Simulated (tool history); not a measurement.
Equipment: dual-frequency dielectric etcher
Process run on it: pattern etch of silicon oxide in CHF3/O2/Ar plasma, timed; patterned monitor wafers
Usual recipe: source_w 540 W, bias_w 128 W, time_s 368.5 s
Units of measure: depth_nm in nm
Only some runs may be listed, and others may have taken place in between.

run	day	source_w	bias_w	time_s	read-back reference wafer on the same gauge, depth_nm	depth_nm
1	0	540	128	368.5	626	581
2	2.958	540	128	368.5	626.2	578.5
3	4.292	540	128	368.5	626.5	579.9
4	6.438	540	128	368.5	625.9	577.1
5	7.625	540	128	368.5	626.3	577.7
# day 11.512: wet clean of the chamber
# day 12.133: upper electrode replaced
6	12.154	540	128	368.5	625.7	579
7	12.171	540	128	368.5	626.1	581.9
8	13.275	540	128	368.5	626.1	579.9
9	14.492	540	128	368.5	625.8	579.6
# day 15.333: bias power generator calibrated
10	16.592	540	128	447.5	626.3	702.5
# day 17.804: source power generator calibrated
11	17.871	600	158	441	625.8	794.8
12	19.604	540	101	398.5	626.3	583.6
# day 20.75: gauge calibrated
13	21.85	540	128	368.5	625.7	586.7
14	23.575	430	158	412.5	626.2	641.2
15	25.717	680	111	368.5	625.8	616.3
16	26.771	440	128	271.5	625.9	393.7
17	28.438	540	128	368.5	625.9	584.2
18	29.692	440	96	396	625.8	517.9
19	32.346	540	128	368.5	626.3	584.3
20	34.342	600	107	475.5	625.9	739.6

Forecast each of these 3 alternatives for the next run:
A	34.362	540	128	368.5	?	?
B	34.362	620	152	276	?	?
C	34.362	630	102	295	?	?

run	read-back reference wafer on the same gauge, depth_nm	depth_nm
A	625.9	582.8
B	625.9	493.5
C	625.9	460.5
What these runs would have given with no unlogged condition in the tool:
run	depth_nm
A	589.4
B	499.1
C	465.8
